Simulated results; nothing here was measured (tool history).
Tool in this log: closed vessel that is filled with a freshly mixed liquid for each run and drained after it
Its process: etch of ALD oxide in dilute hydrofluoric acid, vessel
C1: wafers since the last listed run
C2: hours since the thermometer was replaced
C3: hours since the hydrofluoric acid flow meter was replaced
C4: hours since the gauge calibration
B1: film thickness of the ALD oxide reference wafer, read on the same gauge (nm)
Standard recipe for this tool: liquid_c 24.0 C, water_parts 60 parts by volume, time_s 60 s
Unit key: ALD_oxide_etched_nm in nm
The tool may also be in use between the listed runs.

Run 1, hour 0.0: usual settings; C1 0; C2 197.1; C3 215.3; C4 103.9; B1 39.98. Result: ALD_oxide_etched_nm 27.80 nm.
Run 2, hour 15.9: usual settings; C1 1270; C2 213.0; C3 231.2; C4 119.8; B1 39.95. Result: ALD_oxide_etched_nm 27.97 nm.
Run 3, hour 106.6: usual settings; C1 7247; C2 303.7; C3 321.9; C4 210.5; B1 40.03. Result: ALD_oxide_etched_nm 27.77 nm.
Run 4, hour 125.6: usual settings; C1 1518; C2 322.7; C3 340.9; C4 229.5; B1 40.02. Result: ALD_oxide_etched_nm 27.50 nm.
Run 5, hour 155.2: usual settings; C1 2365; C2 352.3; C3 370.5; C4 259.1; B1 40.00. Result: ALD_oxide_etched_nm 27.53 nm.
Run 6, hour 170.1: usual settings; C1 1190; C2 367.2; C3 385.4; C4 274.0; B1 39.98. Result: ALD_oxide_etched_nm 27.41 nm.
Run 7, hour 192.1: usual settings; C1 1758; C2 389.2; C3 407.4; C4 296.0; B1 40.04. Result: ALD_oxide_etched_nm 27.28 nm.
Run 8, hour 217.0: usual settings; C1 1989; C2 414.1; C3 432.3; C4 320.9; B1 40.01. Result: ALD_oxide_etched_nm 27.58 nm.
Run 9, hour 233.8: usual settings but water_parts 55 parts by volume, time_s 80 s; C1 1342; C2 430.9; C3 449.1; C4 337.7; B1 40.01. Result: ALD_oxide_etched_nm 39.53 nm.
Run 10, hour 264.2: usual settings but water_parts 55 parts by volume, time_s 80 s; C1 2429; C2 461.3; C3 479.5; C4 368.1; B1 39.99. Result: ALD_oxide_etched_nm 39.22 nm.
Run 11, hour 285.2: usual settings but water_parts 55 parts by volume, time_s 80 s; C1 1678; C2 482.3; C3 500.5; C4 389.1; B1 39.99. Result: ALD_oxide_etched_nm 38.93 nm.
Run 12, hour 312.4: usual settings; C1 2173; C2 509.5; C3 527.7; C4 416.3; B1 40.02. Result: ALD_oxide_etched_nm 26.34 nm.
Run 13, hour 346.6: usual settings but liquid_c 22.0 C; C1 2732; C2 543.7; C3 561.9; C4 450.5; B1 40.01. Result: ALD_oxide_etched_nm 24.25 nm.
Run 14, hour 364.7: usual settings; C1 1446; C2 561.8; C3 580.0; C4 468.6; B1 39.98. Result: ALD_oxide_etched_nm 26.32 nm.
Run 15, hour 382.0: usual settings but water_parts 85 parts by volume, time_s 45 s; C1 1382; C2 579.1; C3 597.3; C4 485.9; B1 39.98. Result: ALD_oxide_etched_nm 13.44 nm.
Run 16, hour 405.8: usual settings but liquid_c 28.0 C, water_parts 35 parts by volume, time_s 30 s; C1 1901; C2 602.9; C3 621.1; C4 509.7; B1 39.98. Result: ALD_oxide_etched_nm 27.49 nm.
At hour 411.5: hydrofluoric acid flow meter replaced.
Run 17, hour 438.9: usual settings; C1 2565; C2 636.0; C3 27.4; C4 542.8; B1 39.99. Result: ALD_oxide_etched_nm 29.09 nm.
Run 18, hour 453.0: usual settings; C1 1126; C2 650.1; C3 41.5; C4 556.9; B1 39.99. Result: ALD_oxide_etched_nm 28.84 nm.
Run 19, hour 486.3: usual settings but liquid_c 28.5 C, water_parts 45 parts by volume, time_s 80 s; C1 2661; C2 683.4; C3 74.8; C4 590.2; B1 39.98. Result: ALD_oxide_etched_nm 62.13 nm.
Run 20, hour 522.3: usual settings; C1 2876; C2 719.4; C3 110.8; C4 626.2; B1 39.99. Result: ALD_oxide_etched_nm 28.49 nm.
At hour 527.3: thermometer replaced.
Run 21, hour 549.6: usual settings but water_parts 80 parts by volume, time_s 90 s; C1 2101; C2 22.3; C3 138.1; C4 653.5; B1 40.02. Result: ALD_oxide_etched_nm 31.49 nm.
Run 22, hour 582.6: usual settings but time_s 80 s; C1 2637; C2 55.3; C3 171.1; C4 686.5; B1 40.00. Result: ALD_oxide_etched_nm 37.66 nm.
Run 23, hour 612.1: usual settings but liquid_c 27.0 C, water_parts 85 parts by volume, time_s 45 s; C1 2357; C2 84.8; C3 200.6; C4 716.0; B1 40.01. Result: ALD_oxide_etched_nm 16.15 nm.
Run 24, hour 644.7: usual settings but liquid_c 27.0 C, water_parts 50 parts by volume, time_s 30 s; C1 2605; C2 117.4; C3 233.2; C4 748.6; B1 40.00. Result: ALD_oxide_etched_nm 19.40 nm.
At hour 668.9: gauge calibrated.
Run 25, hour 680.4: usual settings but water_parts 30 parts by volume, time_s 50 s; C1 2852; C2 153.1; C3 268.9; C4 11.5; B1 39.99. Result: ALD_oxide_etched_nm 48.03 nm.
Run 26, hour 712.2: usual settings but liquid_c 19.0 C, water_parts 35 parts by volume, time_s 30 s; C1 2541; C2 184.9; C3 300.7; C4 43.3; B1 40.06. Result: ALD_oxide_etched_nm 19.78 nm.
Run 27, hour 743.1: usual settings but time_s 70 s; C1 2469; C2 215.8; C3 331.6; C4 74.2; B1 40.00. Result: ALD_oxide_etched_nm 31.78 nm.
Run 28, hour 765.7: usual settings; C1 1806; C2 238.4; C3 354.2; C4 96.8; B1 39.98. Result: ALD_oxide_etched_nm 26.98 nm.
Run 29, hour 785.3: usual settings but liquid_c 20.0 C; C1 1566; C2 258.0; C3 373.8; C4 116.4; B1 39.96. Result: ALD_oxide_etched_nm 23.05 nm.
Run 30, hour 806.6: usual settings; C1 1702; C2 279.3; C3 395.1; C4 137.7; B1 40.03. Result: ALD_oxide_etched_nm 27.21 nm.
Run 31, hour 832.6: usual settings but liquid_c 26.5 C, water_parts 50 parts by volume, time_s 30 s; C1 2077; C2 305.3; C3 421.1; C4 163.7; B1 39.98. Result: ALD_oxide_etched_nm 18.17 nm.
Run 32, hour 864.6: usual settings but liquid_c 26.0 C, time_s 95 s; C1 2557; C2 337.3; C3 453.1; C4 195.7; B1 40.00. Result: ALD_oxide_etched_nm 46.61 nm.
Run 33, hour 895.8: usual settings but liquid_c 28.0 C, time_s 35 s; C1 2493; C2 368.5; C3 484.3; C4 226.9; B1 40.04. Result: ALD_oxide_etched_nm 18.24 nm.
Run 34, hour 988.8: usual settings but liquid_c 28.0 C, water_parts 75 parts by volume, time_s 35 s; C1 7431; C2 461.5; C3 577.3; C4 319.9; B1 40.04. Result: ALD_oxide_etched_nm 14.16 nm.

4 ways to go on from here, each from the tool as it stands after run 34. What would each give?
Run A, hour 989.5: usual settings; C1 55; C2 462.2; C3 578.0; C4 320.6; B1 ?. Result: ALD_oxide_etched_nm ?.
Run B, hour 989.5: usual settings but liquid_c 28.5 C, water_parts 90 parts by volume, time_s 80 s; C1 55; C2 462.2; C3 578.0; C4 320.6; B1 ?. Result: ALD_oxide_etched_nm ?.
Run C, hour 989.5: usual settings but liquid_c 19.5 C, water_parts 75 parts by volume, time_s 40 s; C1 55; C2 462.2; C3 578.0; C4 320.6; B1 ?. Result: ALD_oxide_etched_nm ?.
Run D, hour 989.5: usual settings but time_s 90 s; C1 55; C2 462.2; C3 578.0; C4 320.6; B1 ?. Result: ALD_oxide_etched_nm ?.

run     B1  ALD_oxide_etched_nm
  A  39.99                26.16
  B  39.99                26.55
  C  39.99                11.36
  D  39.99                39.23
With no hidden state in the tool, these same runs would have given:
run  ALD_oxide_etched_nm
  A                29.08
  B                29.66
  C                12.64
  D                43.62
